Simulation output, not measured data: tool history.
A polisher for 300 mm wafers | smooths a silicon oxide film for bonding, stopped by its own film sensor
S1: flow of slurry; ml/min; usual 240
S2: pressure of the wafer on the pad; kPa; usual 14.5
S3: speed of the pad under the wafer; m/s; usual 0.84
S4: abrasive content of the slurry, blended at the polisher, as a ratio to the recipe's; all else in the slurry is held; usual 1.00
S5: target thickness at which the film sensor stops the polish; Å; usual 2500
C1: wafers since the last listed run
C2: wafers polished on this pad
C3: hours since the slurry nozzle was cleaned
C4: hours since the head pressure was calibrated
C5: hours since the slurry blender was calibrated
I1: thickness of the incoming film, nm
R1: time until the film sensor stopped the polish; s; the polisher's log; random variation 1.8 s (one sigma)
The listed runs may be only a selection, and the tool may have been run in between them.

run   hour   S1    S2    S3    S4    S5   C1    C2     C3     C4     C5     I1     R1
  1    0.0  240  14.5  0.84  1.00  2500    0  1361  364.2  658.3  120.9  305.5   95.4
       2.1  -- worn pad replaced by a new one
  2   17.3  240  14.5  0.84  1.00  2500  151   151  381.5  675.6  138.2  303.1   92.0
  3   33.7  240  14.5  0.84  1.00  2500  164   315  397.9  692.0  154.6  304.8   95.0
  4   63.3  240  12.4  0.84  1.00  2500  296   611  427.5  721.6  184.2  313.0  130.8
  5   77.2  240  12.4  0.84  1.00  2500  139   750  441.4  735.5  198.1  309.8  121.5
     107.4  -- slurry blender recalibrated
  6  107.9  240  14.5  0.84  1.00  2500  287  1037  472.1  766.2    0.5  311.8  100.4
  7  128.5  240  14.5  0.84  1.00  2500  206  1243  492.7  786.8   21.1  309.9  102.8
     148.1  -- worn pad replaced by a new one
  8  148.6  240  14.5  0.84  1.00  2500  161     4  512.8  806.9   41.2  308.3  101.2
  9  180.6  240  14.5  0.84  1.00  2500  320   324  544.8  838.9   73.2  316.7  116.0
 10  209.4  240  14.5  0.84  1.00  2500  288   612  573.6  867.7  102.0  310.1  102.6
 11  225.4  240  14.5  0.84  0.85  2500  160   772  589.6  883.7  118.0  310.2  114.0
     261.2  -- worn pad replaced by a new one
 12  261.7  240  14.5  0.84  1.00  2620  323     5  625.9  920.0  154.3  314.1   93.1
 13  272.7  240  14.5  0.84  1.00  2500  110   115  636.9  931.0  165.3  312.7  110.5
 14  300.5  240  15.9  0.98  1.00  2500  278   393  664.7  958.8  193.1  306.3   85.4
 15  320.7  285  14.5  0.84  0.80  2560  202   595  684.9  979.0  213.3  309.9  109.9
     332.3  -- head pressure recalibrated
 16  355.9  240  14.5  0.84  1.20  2690  332   927  720.1   23.6  248.5  309.9   73.3
     385.3  -- worn pad replaced by a new one
     386.1  -- slurry blender recalibrated
 17  386.7  205  14.5  0.92  1.00  2400  260     6  750.9   54.4    0.6  310.5  108.0
     400.3  -- slurry nozzle cleaned
 18  403.8  285  10.3  0.94  1.00  2580  161   167    3.5   71.5   17.7  307.7  102.9
 19  431.8  170  14.5  0.84  0.80  2580  280   447   31.5   99.5   45.7  310.5   99.8
 20  444.6  210  14.5  0.84  1.00  2500  128   575   44.3  112.3   58.5  313.6  105.2
 21  460.7  240  10.3  0.76  1.00  2500  161   736   60.4  128.4   74.6  310.9  153.8
 22  473.2  240  14.5  0.84  1.00  2500  125   861   72.9  140.9   87.1  306.3   95.1
 23  500.0  310  14.5  0.84  1.00  2360  268  1129   99.7  167.7  113.9  312.2  131.3
 24  522.5  240  18.6  0.62  1.10  2620  225  1354  122.2  190.2  136.4  308.9   78.5

Predict each of these 5 candidate next runs independently; none follows another, all start after run 24:
  A  522.9  240  14.5  0.62  1.00  2500   4  1358  122.6  190.6  136.8  309.8   ?
  B  522.9  240  14.5  0.84  1.00  2600   4  1358  122.6  190.6  136.8  309.8   ?
  C  522.9  185  18.6  0.84  1.00  2500   4  1358  122.6  190.6  136.8  309.8   ?
  D  522.9  240  14.5  1.02  1.00  2670   4  1358  122.6  190.6  136.8  309.8   ?
  E  522.9  240  17.2  0.84  1.00  2500   4  1358  122.6  190.6  136.8  309.8   ?

run     R1
  A  127.4
  B   83.2
  C   79.1
  D   61.2
  E   83.9
With the hidden condition removed and each run's random variation left untouched, the same runs would have given:
run     R1
  A  118.9
  B   77.7
  C   73.9
  D   57.1
  E   78.3
